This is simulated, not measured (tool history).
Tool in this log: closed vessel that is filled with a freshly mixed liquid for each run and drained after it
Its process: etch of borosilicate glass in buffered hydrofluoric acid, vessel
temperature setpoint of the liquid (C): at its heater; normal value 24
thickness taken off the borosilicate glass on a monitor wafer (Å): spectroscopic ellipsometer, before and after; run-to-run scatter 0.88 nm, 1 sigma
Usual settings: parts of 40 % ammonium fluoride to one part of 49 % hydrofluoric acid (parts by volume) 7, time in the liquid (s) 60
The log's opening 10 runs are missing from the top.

| run | hour | temperature setpoint of the liquid (C) | parts of 40 % ammonium fluoride to one part of 49 % hydrofluoric acid (parts by volume) | time in the liquid (s) | wafers since the last listed run | hours since the thermometer was replaced | hours since the hydrofluoric acid flow meter was replaced | hours since the gauge calibration | read-back film thickness of the borosilicate glass reference wafer, read on the same gauge (nm) | thickness taken off the borosilicate glass on a monitor wafer (Å) |
|---|---|---|---|---|---|---|---|---|---|---|
| 11 | 445.7 | 24 | 5.5 | 60 | 2352 | 1436.1 | 1689.4 | 1831.8 | 49.99 | 1256.7 |
| 12 | 510.5 | 24 | 5.5 | 60 | 6352 | 1500.9 | 1754.2 | 1896.6 | 50 | 1247.9 |
|  | 527.8 | thermometer replaced |
| 13 | 549.8 | 24 | 7 | 60 | 3754 | 22 | 1793.5 | 1935.9 | 49.98 | 996.2 |
| 14 | 596.7 | 24 | 7 | 60 | 4597 | 68.9 | 1840.4 | 1982.8 | 50.01 | 1000.1 |
| 15 | 641.5 | 24 | 7 | 60 | 4391 | 113.7 | 1885.2 | 2027.6 | 49.99 | 995.9 |
| 16 | 687.4 | 27 | 7 | 60 | 4499 | 159.6 | 1931.1 | 2073.5 | 50.02 | 1169.3 |
| 17 | 735.4 | 19.5 | 10 | 60 | 4705 | 207.6 | 1979.1 | 2121.5 | 50 | 553.1 |
| 18 | 780 | 21 | 5 | 95 | 4372 | 252.2 | 2023.7 | 2166.1 | 50 | 1801.4 |
| 19 | 839.3 | 24 | 7 | 60 | 5813 | 311.5 | 2083 | 2225.4 | 50 | 1002.6 |
|  | 871.2 | hydrofluoric acid flow meter replaced |
| 20 | 875.6 | 24 | 7 | 60 | 3460 | 347.8 | 4.4 | 2261.7 | 49.99 | 1030.6 |
|  | 882.4 | gauge calibrated |
| 21 | 935.7 | 24 | 7 | 60 | 5891 | 407.9 | 64.5 | 53.3 | 49.99 | 1043.8 |
| 22 | 971.4 | 24 | 7 | 60 | 3499 | 443.6 | 100.2 | 89 | 50.02 | 1028.5 |
| 23 | 1034.2 | 24 | 7 | 60 | 6156 | 506.4 | 163 | 151.8 | 50.01 | 1030.4 |
| 24 | 1094.5 | 24 | 9 | 60 | 5911 | 566.7 | 223.3 | 212.1 | 49.99 | 786.6 |
| 25 | 1143.9 | 28 | 8 | 45 | 4842 | 616.1 | 272.7 | 261.5 | 50 | 823.9 |
| 26 | 1179.5 | 21 | 8.5 | 45 | 3489 | 651.7 | 308.3 | 297.1 | 50.02 | 533.1 |
| 27 | 1230.2 | 20.5 | 8 | 60 | 4970 | 702.4 | 359 | 347.8 | 50.01 | 738.9 |
| 28 | 1264.9 | 24 | 7 | 60 | 3401 | 737.1 | 393.7 | 382.5 | 50 | 1036.5 |
| 29 | 1309.1 | 24 | 5 | 80 | 4332 | 781.3 | 437.9 | 426.7 | 50.01 | 1873.1 |
| 30 | 1362.3 | 20 | 5 | 85 | 5215 | 834.5 | 491.1 | 479.9 | 50.02 | 1576 |
| 31 | 1400.7 | 25.5 | 5.5 | 85 | 3764 | 872.9 | 529.5 | 518.3 | 50 | 1952 |
| 32 | 1559.3 | 26 | 8 | 75 | 15547 | 1031.5 | 688.1 | 676.9 | 49.99 | 1236.9 |
| 33 | 1630 | 22 | 7 | 85 | 6930 | 1102.2 | 758.8 | 747.6 | 49.99 | 1298.5 |

Below are 4 alternative next runs, each starting from the tool's condition after run 33. Predict each:
| A | 1630.7 | 24 | 7 | 80 | 68 | 1102.9 | 759.5 | 748.3 | ? | ? |
| B | 1630.7 | 24 | 6 | 60 | 68 | 1102.9 | 759.5 | 748.3 | ? | ? |
| C | 1630.7 | 26.5 | 7 | 60 | 68 | 1102.9 | 759.5 | 748.3 | ? | ? |
| D | 1630.7 | 29 | 5 | 85 | 68 | 1102.9 | 759.5 | 748.3 | ? | ? |

| run | read-back film thickness of the borosilicate glass reference wafer, read on the same gauge (nm) | thickness taken off the borosilicate glass on a monitor wafer (Å) |
|---|---|---|
| A | 50.01 | 1353.9 |
| B | 50.01 | 1169.8 |
| C | 50.01 | 1158.8 |
| D | 50.01 | 2529.3 |
Had the tool no hidden state, the same runs would have come out as:
| run | thickness taken off the borosilicate glass on a monitor wafer (Å) |
|---|---|
| A | 1377.4 |
| B | 1186.3 |
| C | 1178.9 |
| D | 2564.9 |

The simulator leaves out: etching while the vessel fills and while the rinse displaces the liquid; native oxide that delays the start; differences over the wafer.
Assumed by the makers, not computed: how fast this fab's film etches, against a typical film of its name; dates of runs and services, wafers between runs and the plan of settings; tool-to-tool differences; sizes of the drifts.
